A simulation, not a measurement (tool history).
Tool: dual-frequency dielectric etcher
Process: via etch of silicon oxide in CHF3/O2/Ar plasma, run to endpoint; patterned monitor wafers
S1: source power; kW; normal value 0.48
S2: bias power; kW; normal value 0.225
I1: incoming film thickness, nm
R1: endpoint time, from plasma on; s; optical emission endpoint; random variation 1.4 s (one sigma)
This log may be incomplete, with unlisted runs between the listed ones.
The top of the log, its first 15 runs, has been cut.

run 16 hour=1234.5 | S1=0.48 S2=0.189 | I1=423.1 | R1=203.5
run 17 hour=1327.3 | S1=0.39 S2=0.274 | I1=424.3 | R1=201.6
run 18 hour=1402.3 | S1=0.48 S2=0.225 | I1=423.5 | R1=191.2
run 19 hour=1459.7 | S1=0.39 S2=0.274 | I1=423.8 | R1=200.7
run 20 hour=1559.4 | S1=0.52 S2=0.186 | I1=420.4 | R1=197.1
run 21 hour=1632.7 | S1=0.53 S2=0.201 | I1=421 | R1=189.7
run 22 hour=1680.9 | S1=0.37 S2=0.276 | I1=423.9 | R1=210.6
run 23 hour=1728 | S1=0.48 S2=0.28 | I1=427.5 | R1=184.6
run 24 hour=1799.2 | S1=0.48 S2=0.225 | I1=427.1 | R1=197.6
-- hour=1870.3 wet clean of the chamber
run 25 hour=1903.1 | S1=0.54 S2=0.2 | I1=423.4 | R1=188.9
-- hour=1946.6 bias power generator calibrated
run 26 hour=1964 | S1=0.53 S2=0.252 | I1=423 | R1=177.2
run 27 hour=2041.6 | S1=0.48 S2=0.225 | I1=424 | R1=192.1
run 28 hour=2135.8 | S1=0.48 S2=0.225 | I1=426.6 | R1=193.9
run 29 hour=2203.8 | S1=0.56 S2=0.225 | I1=426.5 | R1=178.2
run 30 hour=2251.9 | S1=0.48 S2=0.268 | I1=429.8 | R1=184.5
run 31 hour=2303.7 | S1=0.48 S2=0.225 | I1=423.5 | R1=196.5
run 32 hour=2354 | S1=0.56 S2=0.279 | I1=422.8 | R1=168.1
run 33 hour=2415.1 | S1=0.37 S2=0.246 | I1=424.3 | R1=219.2
run 34 hour=2499 | S1=0.48 S2=0.225 | I1=417.9 | R1=194.6
-- hour=2612.6 wet clean of the chamber
run 35 hour=2613.1 | S1=0.41 S2=0.263 | I1=421.7 | R1=198.1
run 36 hour=2854.6 | S1=0.41 S2=0.171 | I1=424.5 | R1=228.3

Each row is a separate what-if for the run after 36, all from the same tool condition, not one after another. Results?
run A hour=2855.1 | S1=0.48 S2=0.225 | I1=421.9 | R1=?
run B hour=2855.1 | S1=0.53 S2=0.18 | I1=421.9 | R1=?
run C hour=2855.1 | S1=0.39 S2=0.206 | I1=421.9 | R1=?

run=A R1=195.9
run=B R1=199.2
run=C R1=224.9
With the hidden condition removed and each run's random variation left untouched, the same runs would have given:
run=A R1=193.9
run=B R1=197.1
run=C R1=222.6

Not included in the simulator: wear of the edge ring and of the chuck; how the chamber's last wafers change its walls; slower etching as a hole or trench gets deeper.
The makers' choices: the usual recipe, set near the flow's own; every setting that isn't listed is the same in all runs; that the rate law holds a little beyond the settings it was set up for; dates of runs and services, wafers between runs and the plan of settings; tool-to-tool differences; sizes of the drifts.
